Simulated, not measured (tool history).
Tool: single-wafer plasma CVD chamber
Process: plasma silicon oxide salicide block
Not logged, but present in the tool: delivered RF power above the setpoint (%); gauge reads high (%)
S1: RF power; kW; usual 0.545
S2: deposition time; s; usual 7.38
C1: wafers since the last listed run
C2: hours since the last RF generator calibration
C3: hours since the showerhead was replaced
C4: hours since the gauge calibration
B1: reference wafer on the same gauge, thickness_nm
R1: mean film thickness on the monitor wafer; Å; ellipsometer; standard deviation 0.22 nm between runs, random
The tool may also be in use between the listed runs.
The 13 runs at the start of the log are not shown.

{"run": 14, "day": 22.512, "S1": 0.545, "S2": 6.54, "C1": 1366, "C2": 1986.2, "C3": 7467.5, "C4": 1257.5, "B1": 75.766, "R1": 600.63}
{"day": 22.779, "done": "gauge calibrated"}
{"run": 15, "day": 24.425, "S1": 0.495, "S2": 7.38, "C1": 1646, "C2": 2032.1, "C3": 7513.4, "C4": 39.5, "B1": 75.791, "R1": 666.56}
{"run": 16, "day": 27.175, "S1": 0.545, "S2": 7.87, "C1": 2367, "C2": 2098.1, "C3": 7579.4, "C4": 105.5, "B1": 75.819, "R1": 722.5}
{"run": 17, "day": 29.933, "S1": 0.545, "S2": 7.87, "C1": 2374, "C2": 2164.3, "C3": 7645.6, "C4": 171.7, "B1": 75.928, "R1": 725.07}
{"run": 18, "day": 32.575, "S1": 0.49, "S2": 6.08, "C1": 2273, "C2": 2227.7, "C3": 7709, "C4": 235.1, "B1": 75.809, "R1": 543.41}
{"run": 19, "day": 34.212, "S1": 0.6, "S2": 7.38, "C1": 1409, "C2": 2267, "C3": 7748.3, "C4": 274.4, "B1": 75.674, "R1": 696.18}
{"run": 20, "day": 36.717, "S1": 0.58, "S2": 8.83, "C1": 2155, "C2": 2327.1, "C3": 7808.4, "C4": 334.5, "B1": 75.671, "R1": 822.55}
{"day": 38.15, "done": "RF generator calibrated"}
{"run": 21, "day": 38.612, "S1": 0.655, "S2": 6.53, "C1": 1344, "C2": 11.1, "C3": 7853.9, "C4": 380, "B1": 75.757, "R1": 645.78}
{"run": 22, "day": 40.742, "S1": 0.545, "S2": 7.38, "C1": 1832, "C2": 62.2, "C3": 7905, "C4": 431.1, "B1": 75.715, "R1": 693.2}
{"run": 23, "day": 42.842, "S1": 0.61, "S2": 6.72, "C1": 1807, "C2": 112.6, "C3": 7955.4, "C4": 481.5, "B1": 75.687, "R1": 651.96}
{"run": 24, "day": 44.138, "S1": 0.485, "S2": 8.3, "C1": 1115, "C2": 143.7, "C3": 7986.5, "C4": 512.6, "B1": 75.916, "R1": 760.82}
{"run": 25, "day": 45.175, "S1": 0.59, "S2": 7, "C1": 893, "C2": 168.6, "C3": 8011.4, "C4": 537.5, "B1": 75.837, "R1": 670.85}
{"run": 26, "day": 47.442, "S1": 0.545, "S2": 8.07, "C1": 1951, "C2": 223, "C3": 8065.8, "C4": 591.9, "B1": 75.805, "R1": 760.49}
{"run": 27, "day": 49.683, "S1": 0.545, "S2": 7.38, "C1": 1929, "C2": 276.8, "C3": 8119.6, "C4": 645.7, "B1": 75.848, "R1": 694.45}
{"day": 50.588, "done": "showerhead replaced"}
{"run": 28, "day": 50.879, "S1": 0.605, "S2": 8.79, "C1": 742, "C2": 305.5, "C3": 7, "C4": 674.4, "B1": 75.751, "R1": 850.92}
{"run": 29, "day": 53.208, "S1": 0.515, "S2": 7.38, "C1": 2004, "C2": 361.4, "C3": 62.9, "C4": 730.3, "B1": 75.801, "R1": 684.23}
{"run": 30, "day": 55.321, "S1": 0.545, "S2": 8.6, "C1": 1818, "C2": 412.1, "C3": 113.6, "C4": 781, "B1": 75.799, "R1": 811.76}
{"run": 31, "day": 57.117, "S1": 0.605, "S2": 8.79, "C1": 1545, "C2": 455.2, "C3": 156.7, "C4": 824.1, "B1": 75.758, "R1": 848.48}
{"run": 32, "day": 59.033, "S1": 0.545, "S2": 7.38, "C1": 1649, "C2": 501.2, "C3": 202.7, "C4": 870.1, "B1": 75.792, "R1": 696.75}
{"run": 33, "day": 61.867, "S1": 0.51, "S2": 8.38, "C1": 2438, "C2": 569.2, "C3": 270.7, "C4": 938.1, "B1": 75.868, "R1": 772.26}
{"run": 34, "day": 64.596, "S1": 0.47, "S2": 6, "C1": 2349, "C2": 634.7, "C3": 336.2, "C4": 1003.6, "B1": 75.767, "R1": 541.89}

Below are 3 alternative next runs, each starting from the tool's condition after run 34. Predict each:
{"run": "A", "day": 64.612, "S1": 0.545, "S2": 7.38, "C1": 14, "C2": 635.1, "C3": 336.6, "C4": 1004, "B1": "?", "R1": "?"}
{"run": "B", "day": 64.612, "S1": 0.605, "S2": 6.05, "C1": 14, "C2": 635.1, "C3": 336.6, "C4": 1004, "B1": "?", "R1": "?"}
{"run": "C", "day": 64.612, "S1": 0.48, "S2": 6.38, "C1": 14, "C2": 635.1, "C3": 336.6, "C4": 1004, "B1": "?", "R1": "?"}

run=A B1=75.82 R1=694.58
run=B B1=75.82 R1=585.84
run=C B1=75.82 R1=580.27
Stripped of hidden state, with their random variation kept, the same runs would have yielded:
run=A R1=696.76
run=B R1=587.68
run=C R1=582.09
